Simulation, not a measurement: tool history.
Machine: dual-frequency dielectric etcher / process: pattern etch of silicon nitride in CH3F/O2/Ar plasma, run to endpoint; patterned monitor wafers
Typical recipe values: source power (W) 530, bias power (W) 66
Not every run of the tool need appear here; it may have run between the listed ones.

run	hour	source power (W)	bias power (W)	incoming incoming film thickness, nm	endpoint time (s)
1	0.0	530	66	35.63	49.7
2	8.5	530	66	35.86	50.0
3	19.4	530	66	35.99	50.0
4	28.7	530	57	35.43	52.1
5	37.7	580	62	36.07	49.8
6	47.5	530	62	35.78	51.1
7	54.9	530	62	35.80	50.6
# hour 84.2: upper electrode replaced
8	84.7	600	58	36.15	50.4
9	85.0	440	70	35.75	52.5
10	88.6	530	66	36.21	51.1
11	103.5	530	66	35.53	49.3
12	112.2	600	53	35.73	50.9
13	125.6	640	80	35.92	43.9
14	142.7	650	73	36.14	45.7
15	154.0	620	52	35.96	51.2
# hour 187.3: bias power generator calibrated
# hour 191.3: wet clean of the chamber
# hour 191.5: source power generator calibrated
16	191.8	480	77	35.67	49.1
17	192.2	530	66	36.07	50.7
18	203.4	470	78	35.37	48.7
19	217.3	490	52	35.91	55.9
20	226.1	630	66	35.84	47.2
21	234.2	530	66	35.54	49.7
22	247.0	530	66	35.59	49.7

Each row is a separate what-if for the run after 22, all from the same tool condition, not one after another. Results?
A	247.4	530	66	35.57	?
B	247.4	590	60	35.57	?
C	247.4	530	82	35.57	?
D	247.4	640	52	35.57	?
E	247.4	600	51	35.57	?

run	endpoint time (s)
A	49.8
B	49.5
C	46.3
D	50.3
E	51.8
With the hidden condition removed and each run's random variation left untouched, the same runs would have given:
run	endpoint time (s)
A	49.8
B	49.5
C	46.3
D	50.3
E	51.8

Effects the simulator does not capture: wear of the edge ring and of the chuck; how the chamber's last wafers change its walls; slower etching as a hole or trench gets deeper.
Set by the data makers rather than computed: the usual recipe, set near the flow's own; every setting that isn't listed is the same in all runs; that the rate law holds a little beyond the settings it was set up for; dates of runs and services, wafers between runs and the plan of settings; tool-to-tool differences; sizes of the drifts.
